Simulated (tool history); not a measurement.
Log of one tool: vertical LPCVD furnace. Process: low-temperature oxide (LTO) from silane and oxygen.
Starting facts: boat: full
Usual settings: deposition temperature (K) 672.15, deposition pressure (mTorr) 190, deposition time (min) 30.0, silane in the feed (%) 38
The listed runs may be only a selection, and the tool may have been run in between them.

run,day,deposition temperature (K),deposition pressure (mTorr),deposition time (min),silane in the feed (%),"read-back reference wafer on the same gauge, thickness",film thickness on the monitor wafer in the middle of the boat (angstrom)
1,0.000,672.15,190,30.0,38,214.14,2289.4
# day 0.408: gauge calibrated
2,0.567,672.15,190,30.0,38,210.73,2266.3
3,1.679,672.15,190,30.0,38,211.30,2278.7
4,2.350,672.15,190,30.0,34,211.37,1958.5
5,3.125,672.15,190,30.0,34,211.50,1953.1
6,4.492,672.15,190,30.0,34,211.68,1955.6
7,5.762,672.15,180,30.0,38,211.46,2159.5
8,6.529,672.15,180,30.0,38,212.15,2140.3
9,10.933,672.15,180,30.0,38,212.65,2165.5
# day 12.304: silane flow controller replaced
10,12.325,672.15,190,30.0,38,212.86,2288.4
# day 13.767: pressure gauge zeroed
11,13.788,672.15,190,30.0,38,212.87,2284.6
12,14.254,672.15,190,30.0,38,213.25,2289.9
13,14.967,676.15,170,26.5,41,213.23,2080.1
14,16.229,662.15,190,23.0,31,213.25,1182.9
15,16.825,682.15,210,26.0,43,213.64,2837.4
16,17.396,672.15,150,24.5,38,213.61,1478.6
17,17.942,672.15,190,25.5,38,213.68,1957.3
18,19.296,672.15,225,21.5,38,213.77,1950.4
19,20.188,672.15,190,30.0,38,214.30,2321.1
# day 21.608: thermocouples replaced and temperature profile calibrated
20,21.629,665.15,190,30.0,45,214.48,2587.2
# day 22.125: gauge calibrated
21,22.600,680.15,190,30.0,34,210.48,2134.0
22,23.358,672.15,190,30.0,38,210.48,2251.2
23,24.708,677.15,190,39.0,44,210.77,3689.0
24,28.779,672.15,190,30.0,38,211.28,2270.8
25,30.192,672.15,190,23.5,31,211.41,1346.7

What if the next run were any one of these 4? Each begins from the tool's condition after run 25:
A,30.388,682.15,190,30.0,38,?,?
B,30.388,672.15,190,24.0,38,?,?
C,30.388,672.15,190,30.0,44,?,?
D,30.388,681.15,190,36.5,38,?,?

run,"read-back reference wafer on the same gauge, thickness",film thickness on the monitor wafer in the middle of the boat (angstrom)
A,211.49,2533.5
B,211.49,1815.2
C,211.49,2690.9
D,211.49,3049.2
Take away the tool's hidden state, keep each run's random variation, and the runs would have read:
run,film thickness on the monitor wafer in the middle of the boat (angstrom)
A,2526.1
B,1809.9
C,2683.1
D,3040.3
